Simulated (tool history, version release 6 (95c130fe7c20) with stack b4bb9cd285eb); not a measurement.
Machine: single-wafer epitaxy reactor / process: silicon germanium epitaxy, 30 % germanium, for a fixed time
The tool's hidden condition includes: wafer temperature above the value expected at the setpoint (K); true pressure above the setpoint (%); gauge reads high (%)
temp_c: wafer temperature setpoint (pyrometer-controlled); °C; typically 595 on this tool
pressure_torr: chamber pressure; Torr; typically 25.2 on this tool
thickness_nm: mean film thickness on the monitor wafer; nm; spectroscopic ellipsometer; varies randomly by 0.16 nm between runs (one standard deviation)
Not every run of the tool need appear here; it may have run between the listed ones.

run	day	temp_c	pressure_torr	wafers since the last listed run	hours since the last pyrometer calibration	hours since the last manometer calibration	hours since the showerhead was replaced	hours since the gauge calibration	read-back reference wafer on the same gauge, thickness_nm	thickness_nm
1	0	595	25.2	0	692.7	908.6	5089.6	1189.1	55.436	57.024
2	1.704	595	25.2	599	733.6	949.5	5130.5	1230	55.407	56.962
3	4.388	591	28.1	944	798	1013.9	5194.9	1294.4	55.394	55.428
4	5.442	595	25.2	370	823.3	1039.2	5220.2	1319.7	55.434	56.952
5	7.267	595	25.2	642	867.1	1083	5264	1363.5	55.417	56.761
6	8.625	595	25.2	477	899.7	1115.6	5296.6	1396.1	55.37	56.781
7	10.842	591	25.2	779	952.9	1168.8	5349.8	1449.3	55.374	52.509
8	13.183	587	25.2	823	1009.1	1225	5406	1505.5	55.389	47.985
9	15.671	595	25.2	875	1068.8	1284.7	5465.7	1565.2	55.365	56.866
10	18.475	595	25.2	986	1136.1	1352	5533	1632.5	55.403	57.093
11	21.342	592	20.5	1008	1204.9	1420.8	5601.8	1701.3	55.386	47.006
# day 23.562: showerhead replaced, of another model than before
12	23.604	595	25.2	678	1259.2	1475.1	1	1755.6	55.395	57.607
13	25.458	595	25.2	652	1303.7	1519.6	45.5	1800.1	55.408	57.618
14	27.096	584	23.1	576	1343	1558.9	84.8	1839.4	55.428	41.512
15	29.371	603	28.8	800	1397.6	1613.5	139.4	1894	55.391	76.73
# day 29.517: gauge calibrated
16	30.679	595	25.2	460	1429	1644.9	170.8	27.9	55.42	57.828
17	33.583	583	21.4	1021	1498.7	1714.6	240.5	97.6	55.397	37.373
# day 34.588: pyrometer calibrated
18	34.908	580	30.9	348	7.7	1746.4	272.3	129.4	55.406	49.897
19	36.646	610	25.2	611	49.4	1788.1	314	171.1	55.447	78.73
# day 37.008: capacitance manometer re-zeroed and calibrated
20	43.567	601	31	2317	215.5	157.4	480.1	337.2	55.382	76.18
21	45.408	595	25.2	647	259.7	201.6	524.3	381.4	55.399	56.497
22	47.971	603	29.2	901	321.2	263.1	585.8	442.9	55.405	75.769
23	55.504	585	25.2	2650	502	443.9	766.6	623.7	55.413	45.61
24	57.3	608	25.2	631	545.1	487	809.7	666.8	55.403	74.366
25	59.779	595	19.1	872	604.6	546.5	869.2	726.3	55.422	39.827
26	61.5	581	26.8	605	645.9	587.8	910.5	767.6	55.396	44.341
27	63.804	595	25.2	810	701.2	643.1	965.8	822.9	55.449	56.435

5 options for the next run, each taken on its own from the tool as it stands now. Forecast them:
A	63.821	595	25.2	5	701.6	643.5	966.2	823.3	?	?
B	63.821	589	25.2	5	701.6	643.5	966.2	823.3	?	?
C	63.821	605	30.6	5	701.6	643.5	966.2	823.3	?	?
D	63.821	595	23	5	701.6	643.5	966.2	823.3	?	?
E	63.821	595	19.6	5	701.6	643.5	966.2	823.3	?	?

run	read-back reference wafer on the same gauge, thickness_nm	thickness_nm
A	55.414	56.831
B	55.414	50.033
C	55.414	82.713
D	55.414	51.672
E	55.414	41.697
The same runs, with their run-to-run variation unchanged, on a tool lacking any hidden condition would have given:
run	thickness_nm
A	56.316
B	49.58
C	81.964
D	51.204
E	41.32

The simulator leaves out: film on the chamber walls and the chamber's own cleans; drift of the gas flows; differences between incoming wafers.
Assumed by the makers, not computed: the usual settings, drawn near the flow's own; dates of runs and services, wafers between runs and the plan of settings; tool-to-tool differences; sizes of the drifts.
